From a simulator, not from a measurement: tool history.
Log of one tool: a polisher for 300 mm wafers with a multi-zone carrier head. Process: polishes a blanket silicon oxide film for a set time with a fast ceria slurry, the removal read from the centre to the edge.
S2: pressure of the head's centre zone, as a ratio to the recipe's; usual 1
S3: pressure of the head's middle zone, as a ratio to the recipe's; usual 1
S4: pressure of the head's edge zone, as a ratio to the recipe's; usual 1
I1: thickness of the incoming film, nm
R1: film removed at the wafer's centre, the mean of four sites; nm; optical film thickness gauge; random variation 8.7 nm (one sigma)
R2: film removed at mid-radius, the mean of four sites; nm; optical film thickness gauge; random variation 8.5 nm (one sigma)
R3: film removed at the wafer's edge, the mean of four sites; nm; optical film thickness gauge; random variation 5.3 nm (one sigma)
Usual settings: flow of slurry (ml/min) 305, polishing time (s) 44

run 1 hour=0 | flow_of_slurry_(ml/min)=305 S2=1 S3=1 S4=0.96 polishing_time_(s)=44 | I1=3110 | R1=632.7 R2=635.4 R3=621.7
run 2 hour=42.3 | flow_of_slurry_(ml/min)=305 S2=1 S3=1 S4=0.96 polishing_time_(s)=44 | I1=3075.5 | R1=632.5 R2=617.6 R3=607.9
-- hour=55.2 edge zone pressure recalibrated
run 3 hour=104 | flow_of_slurry_(ml/min)=305 S2=1 S3=1 S4=0.97 polishing_time_(s)=44 | I1=3039.4 | R1=630.4 R2=616.7 R3=607.6
run 4 hour=154.5 | flow_of_slurry_(ml/min)=305 S2=1 S3=1 S4=1 polishing_time_(s)=44 | I1=3054.3 | R1=631.7 R2=595.2 R3=610
run 5 hour=187.1 | flow_of_slurry_(ml/min)=305 S2=1 S3=1 S4=1 polishing_time_(s)=49 | I1=3074.8 | R1=686.6 R2=662.6 R3=663.7
run 6 hour=241.8 | flow_of_slurry_(ml/min)=305 S2=1 S3=1 S4=1 polishing_time_(s)=44 | I1=3079.1 | R1=614.3 R2=588.6 R3=596.7
-- hour=250.3 worn pad replaced by a new one
run 7 hour=277.9 | flow_of_slurry_(ml/min)=260 S2=1 S3=1 S4=0.93 polishing_time_(s)=55 | I1=3082.6 | R1=805.2 R2=787 R3=761.9
run 8 hour=325.9 | flow_of_slurry_(ml/min)=305 S2=1 S3=1 S4=1 polishing_time_(s)=44 | I1=3059.2 | R1=632.8 R2=626.3 R3=639.6
-- hour=367.5 centre zone pressure recalibrated
run 9 hour=368 | flow_of_slurry_(ml/min)=305 S2=1 S3=1 S4=1 polishing_time_(s)=44 | I1=3065.5 | R1=658.1 R2=617.1 R3=638.2
-- hour=387.1 slurry nozzle cleaned
-- hour=388.5 carrier head's membrane replaced by a new one
run 10 hour=402.6 | flow_of_slurry_(ml/min)=305 S2=0.89 S3=0.89 S4=1 polishing_time_(s)=44 | I1=3084.6 | R1=580.5 R2=543.2 R3=624.7
run 11 hour=449.7 | flow_of_slurry_(ml/min)=305 S2=1 S3=1 S4=1 polishing_time_(s)=44 | I1=3027.3 | R1=632.2 R2=619.7 R3=613.9
run 12 hour=482.6 | flow_of_slurry_(ml/min)=305 S2=0.95 S3=1 S4=1.09 polishing_time_(s)=33 | I1=3106 | R1=450.7 R2=459 R3=478.7
-- hour=512.7 worn pad replaced by a new one
run 13 hour=518 | flow_of_slurry_(ml/min)=375 S2=1 S3=1 S4=1.09 polishing_time_(s)=44 | I1=3059.6 | R1=686.3 R2=645.3 R3=681.7
run 14 hour=542.9 | flow_of_slurry_(ml/min)=305 S2=1 S3=1 S4=1 polishing_time_(s)=44 | I1=3047.8 | R1=650.7 R2=644.7 R3=641
run 15 hour=577.7 | flow_of_slurry_(ml/min)=305 S2=1 S3=0.95 S4=1.06 polishing_time_(s)=55 | I1=3071.6 | R1=798.8 R2=757.2 R3=824.4
run 16 hour=622.3 | flow_of_slurry_(ml/min)=305 S2=1 S3=0.9 S4=1 polishing_time_(s)=44 | I1=3099.4 | R1=626.7 R2=558.6 R3=619.3
run 17 hour=693.9 | flow_of_slurry_(ml/min)=225 S2=1 S3=1 S4=0.97 polishing_time_(s)=44 | I1=3070.8 | R1=615.3 R2=605.7 R3=605.1
run 18 hour=722.2 | flow_of_slurry_(ml/min)=305 S2=1.1 S3=1 S4=0.9 polishing_time_(s)=44 | I1=3097.5 | R1=683 R2=604.9 R3=584.6
run 19 hour=765 | flow_of_slurry_(ml/min)=390 S2=1 S3=1 S4=1 polishing_time_(s)=44 | I1=3063 | R1=631.7 R2=626.1 R3=608.3
run 20 hour=805.6 | flow_of_slurry_(ml/min)=200 S2=1 S3=1 S4=1 polishing_time_(s)=44 | I1=3053.7 | R1=589.3 R2=589 R3=590.8
-- hour=826.8 worn pad replaced by a new one
run 21 hour=844.9 | flow_of_slurry_(ml/min)=305 S2=1 S3=1 S4=1 polishing_time_(s)=44 | I1=3070.7 | R1=655.8 R2=632.7 R3=626.1
run 22 hour=878.2 | flow_of_slurry_(ml/min)=305 S2=1.1 S3=1 S4=1 polishing_time_(s)=44 | I1=3071.4 | R1=706.9 R2=637.3 R3=627.6

The tool's hidden state at each run:
slurry flow missing at the pad, %: 0 in every run
deviation of the centre zone's pressure from its setpoint, %: 0 in every run
deviation of the edge zone's pressure from its setpoint, %: 0 in every run
H1: removal rate lost through wear of the pad, %
run=1 H1=2.41
run=2 H1=3.34
run=3 H1=4.69
run=4 H1=5.79
run=5 H1=6.51
run=6 H1=7.7
run=7 H1=0.903
run=8 H1=1.95
run=9 H1=2.87
run=10 H1=3.63
run=11 H1=4.66
run=12 H1=5.38
run=13 H1=0.564
run=14 H1=1.11
run=15 H1=1.87
run=16 H1=2.85
run=17 H1=4.41
run=18 H1=5.03
run=19 H1=5.97
run=20 H1=6.86
run=21 H1=1.61
run=22 H1=2.34

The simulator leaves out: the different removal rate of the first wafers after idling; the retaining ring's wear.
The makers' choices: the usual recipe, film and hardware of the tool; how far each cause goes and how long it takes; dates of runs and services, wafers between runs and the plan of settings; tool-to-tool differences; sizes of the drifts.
